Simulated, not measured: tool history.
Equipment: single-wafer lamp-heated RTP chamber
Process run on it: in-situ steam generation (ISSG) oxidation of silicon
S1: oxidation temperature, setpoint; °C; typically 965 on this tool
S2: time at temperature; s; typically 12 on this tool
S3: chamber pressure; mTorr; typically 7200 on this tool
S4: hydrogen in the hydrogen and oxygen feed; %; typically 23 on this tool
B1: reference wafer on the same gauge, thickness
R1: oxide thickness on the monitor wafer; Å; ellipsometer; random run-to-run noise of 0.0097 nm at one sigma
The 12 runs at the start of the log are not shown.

run	hour	S1	S2	S3	S4	B1	R1
13	139.3	965	12	7200	29	3.340	45.28
# hour 153.0: pyrometer window cleaned and pyrometer calibrated, repeated, since the last time left the tool worse
14	153.5	973	12	7200	28	3.338	44.14
15	167.8	965	12	7200	23	3.338	41.06
16	178.6	965	12	7200	23	3.338	41.01
17	190.5	965	12	7200	18	3.339	38.49
18	202.4	965	12	7200	23	3.340	40.98
19	209.5	965	12	7200	23	3.341	40.89
20	220.4	965	9	6900	23	3.336	36.78
21	228.5	965	10	6900	30	3.342	41.50
22	240.2	965	16	8100	32	3.342	50.10
23	248.3	971	17	7900	23	3.342	47.87
24	262.3	965	16	6900	15	3.340	41.35
25	268.4	947	12	6900	23	3.343	39.13
26	277.1	965	7	8200	31	3.339	36.56
27	316.9	965	9	7700	29	3.339	39.60
28	330.6	965	12	7200	23	3.337	41.15
29	345.2	977	14	8000	27	3.339	47.41
30	356.5	965	12	7200	23	3.337	41.16
31	363.4	965	12	7200	23	3.336	41.35

What if the next run were any one of these 4? Each begins from the tool's condition after run 31:
A	363.8	965	12	7200	23	?	?
B	363.8	970	12	8200	23	?	?
C	363.8	965	12	7200	16	?	?
D	363.8	965	12	7200	31	?	?

run	B1	R1
A	3.342	41.24
B	3.342	41.83
C	3.342	37.60
D	3.342	44.94
With no hidden state in the tool, these same runs would have given:
run	R1
A	40.83
B	41.40
C	37.23
D	44.50
